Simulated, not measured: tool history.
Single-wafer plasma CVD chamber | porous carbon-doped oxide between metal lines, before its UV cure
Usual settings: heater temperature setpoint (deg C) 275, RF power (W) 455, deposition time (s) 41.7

run    hour  heater temperature setpoint (deg C)  RF power (W)  deposition time (s)  wafers since the last listed run  hours since the last thermocouple change  hours since the last RF generator calibration  hours since the showerhead was replaced  hours since the gauge calibration  read-back reference wafer on the same gauge, thickness_nm  mean film thickness on the monitor wafer (Å)
  1       0                                  275           455                 41.7                                 0                                    1443.3                                         1398.3                                   4472.1                              597.2                                                    244.011                                       2290.62
  2    49.7                                  275           455                 41.7                               687                                      1493                                           1448                                   4521.8                              646.9                                                    243.936                                       2299.09
  3    73.9                                  275           455                 41.7                               334                                    1517.2                                         1472.2                                     4546                              671.1                                                    243.995                                       2310.04
  4     127                                  275           455                 41.7                               734                                    1570.3                                         1525.3                                   4599.1                              724.2                                                    243.896                                       2295.44
  5   229.4                                  275           455                 41.7                              1417                                    1672.7                                         1627.7                                   4701.5                              826.6                                                    244.033                                       2295.57
  6   283.6                                  275           455                 41.7                               750                                    1726.9                                         1681.9                                   4755.7                              880.8                                                    244.023                                       2283.94
  7   472.8                                  275           455                 41.7                              2618                                    1916.1                                         1871.1                                   4944.9                               1070                                                    243.991                                       2295.58
  8   509.1                                  275           455                 41.7                               502                                    1952.4                                         1907.4                                   4981.2                             1106.3                                                    244.032                                       2291.59
  9   536.7                                  275           455                 41.7                               381                                      1980                                           1935                                   5008.8                             1133.9                                                    243.909                                       2291.77
 10   564.6                                  275           420                 41.7                               386                                    2007.9                                         1962.9                                   5036.7                             1161.8                                                    244.017                                       2181.16
 11   614.6                                  275           420                 41.7                               691                                    2057.9                                         2012.9                                   5086.7                             1211.8                                                    243.937                                       2163.14
 12     683                                  275           420                 41.7                               946                                    2126.3                                         2081.3                                   5155.1                             1280.2                                                    243.889                                       2158.71
        775  -- RF generator calibrated
 13   897.2                                  275           455                 41.7                              2853                                    2340.5                                          122.2                                   5369.3                             1494.4                                                    243.828                                       2257.95
 14   960.5                                  275           455                 41.7                               875                                    2403.8                                          185.5                                   5432.6                             1557.7                                                    243.865                                       2241.55
 15   987.9                                  275           455                 41.7                               379                                    2431.2                                          212.9                                     5460                             1585.1                                                    244.065                                       2249.45
 16  1040.5                                  275           455                 41.7                               727                                    2483.8                                          265.5                                   5512.6                             1637.7                                                    243.847                                       2251.02
 17  1090.7                                  275           455                 41.7                               694                                      2534                                          315.7                                   5562.8                             1687.9                                                    244.087                                        2259.4
 18  1127.5                                  269           405                 39.2                               509                                    2570.8                                          352.5                                   5599.6                             1724.7                                                    243.989                                       2053.57
 19    1161                                  267           455                 34.6                               463                                    2604.3                                            386                                   5633.1                             1758.2                                                    244.069                                       1979.16
 20  1186.6                                  275           455                 41.7                               354                                    2629.9                                          411.6                                   5658.7                             1783.8                                                     244.06                                        2247.4
     1216.8  -- showerhead replaced, of another model than before
 21  1233.2                                  275           455                 41.7                               534                                    2676.5                                          458.2                                     16.4                             1830.4                                                    244.055                                       2239.75
 22    1275                                  283           505                 41.7                               578                                    2718.3                                            500                                     58.2                             1872.2                                                    243.997                                       2304.96
 23  1362.6                                  270           375                 37.4                              1212                                    2805.9                                          587.6                                    145.8                             1959.8                                                    244.003                                       1685.44
 24  1424.4                                  275           455                   44                               855                                    2867.7                                          649.4                                    207.6                             2021.6                                                    244.087                                       2357.73
     1455.1  -- thermocouple changed; heater temperature recalibrated
 25  1480.1                                  269           425                 46.7                               660                                        25                                          705.1                                    263.3                             2077.3                                                    244.052                                       2540.53
 26  1527.6                                  264           405                 41.7                               657                                      72.5                                          752.6                                    310.8                             2124.8                                                    243.891                                       2235.42
     1563.9  -- gauge calibrated
 27  1574.5                                  279           430                 34.3                               649                                     119.4                                          799.5                                    357.7                               10.6                                                    243.886                                       1765.74
 28    1609                                  275           455                 41.7                               477                                     153.9                                            834                                    392.2                               45.1                                                    244.216                                        2328.3
 29  1672.8                                  275           455                 38.9                               882                                     217.7                                          897.8                                      456                              108.9                                                    243.844                                       2171.82
 30    1727                                  268           545                 44.9                               750                                     271.9                                            952                                    510.2                              163.1                                                    244.046                                       3078.39
 31  1790.6                                  281           505                 48.8                               880                                     335.5                                         1015.6                                    573.8                              226.7                                                    243.892                                       2866.63
 32  1849.7                                  270           455                 41.7                               817                                     394.6                                         1074.7                                    632.9                              285.8                                                    243.876                                       2423.77
 33  1900.9                                  275           455                 41.7                               708                                     445.8                                         1125.9                                    684.1                                337                                                    244.089                                       2332.72
 34  1971.3                                  275           425                 41.7                               974                                     516.2                                         1196.3                                    754.5                              407.4                                                    243.963                                       2161.56
 35  2006.8                                  281           455                 47.2                               491                                     551.7                                         1231.8                                      790                              442.9                                                    243.993                                       2504.72

Some steps in mean film thickness on the monitor wafer (Å) between neighbouring runs. How much of each would the tool show without its hidden state too (settings, what came in, random variation), and how much is left for the hidden state, with any gauge scatter that isn't in both results?
The hidden state here: wafer temperature above the value expected at the setpoint (K); delivered RF power above the setpoint (%); gauge reads high (%).
Run 22 -> 23: heater temperature setpoint (deg C) 283 -> 270, RF power (W) 505 -> 375, deposition time (s) 41.7 -> 37.4. mean film thickness on the monitor wafer (Å) -619.52: hidden state +15.89, all else -635.41.
Run 23 -> 24: heater temperature setpoint (deg C) 270 -> 275, RF power (W) 375 -> 455, deposition time (s) 37.4 -> 44. mean film thickness on the monitor wafer (Å) +672.29: hidden state -33.46, all else +705.75.
Run 24 -> 25: heater temperature setpoint (deg C) 275 -> 269, RF power (W) 455 -> 425, deposition time (s) 44 -> 46.7, thermocouple changed; heater temperature recalibrated. mean film thickness on the monitor wafer (Å) +182.8: hidden state +110.34, all else +72.46.
Run 29 -> 30: heater temperature setpoint (deg C) 275 -> 268, RF power (W) 455 -> 545, deposition time (s) 38.9 -> 44.9. mean film thickness on the monitor wafer (Å) +906.57: hidden state -1.32, all else +907.89.

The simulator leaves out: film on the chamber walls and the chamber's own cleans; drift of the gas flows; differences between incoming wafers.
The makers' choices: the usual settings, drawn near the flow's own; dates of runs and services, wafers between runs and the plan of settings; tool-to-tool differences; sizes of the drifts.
